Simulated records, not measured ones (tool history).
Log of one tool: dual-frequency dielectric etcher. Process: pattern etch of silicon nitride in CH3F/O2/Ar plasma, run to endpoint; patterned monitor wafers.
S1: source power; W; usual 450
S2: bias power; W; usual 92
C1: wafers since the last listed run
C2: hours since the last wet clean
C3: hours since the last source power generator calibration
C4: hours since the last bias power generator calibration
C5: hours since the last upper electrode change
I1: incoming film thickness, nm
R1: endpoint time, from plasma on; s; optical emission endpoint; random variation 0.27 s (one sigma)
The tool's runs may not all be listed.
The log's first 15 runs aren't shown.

run   hour   S1   S2   C1     C2      C3      C4      C5     I1    R1
 16  213.2  450   92   94  610.0  2480.2  2283.0  2734.4  46.11  59.3
     245.2  -- wet clean of the chamber
     249.7  -- bias power generator calibrated
 17  250.2  500   92  134    5.0  2517.2     0.5  2771.4  46.65  53.1
 18  252.4  400  107   32    7.2  2519.4     2.7  2773.6  46.54  56.2
 19  269.2  450   92  251   24.0  2536.2    19.5  2790.4  46.53  56.8
 20  285.8  370   86  248   40.6  2552.8    36.1  2807.0  46.95  67.2
 21  300.2  450  103  215   55.0  2567.2    50.5  2821.4  46.52  52.6
 22  318.1  380   74  267   72.9  2585.1    68.4  2839.3  46.42  71.3
 23  326.5  400  104  125   81.3  2593.5    76.8  2847.7  47.18  57.9
     352.9  -- upper electrode replaced
 24  353.4  450  115   43  108.2  2620.4   103.7     0.5  46.58  50.5
 25  353.7  450   92    4  108.5  2620.7   104.0     0.8  46.28  56.5
 26  354.1  450  112    5  108.9  2621.1   104.4     1.2  46.75  51.3
 27  360.2  450  100   91  115.0  2627.2   110.5     7.3  46.57  54.1
     369.7  -- source power generator calibrated
 28  370.2  450   92   89  125.0     0.5   120.5    17.3  46.40  56.8
 29  388.7  510   75  276  143.5    19.0   139.0    35.8  46.52  59.2
 30  399.0  520   92  153  153.8    29.3   149.3    46.1  47.05  52.9
 31  414.1  340   83  225  168.9    44.4   164.4    61.2  46.23  72.4
 32  429.7  400  114  233  184.5    60.0   180.0    76.8  46.59  54.9
 33  445.6  380   74  237  200.4    75.9   195.9    92.7  46.47  72.1
 34  459.0  450   92  200  213.8    89.3   209.3   106.1  46.29  57.1
 35  475.6  450   92  248  230.4   105.9   225.9   122.7  46.70  57.8

Forecast run 36:
 36  484.9  450  92  139  239.7  115.2  235.2  132.0  46.48   ?

R1: 57.7 s
Without the tool's hidden state the same run would have given R1 56.6 s.
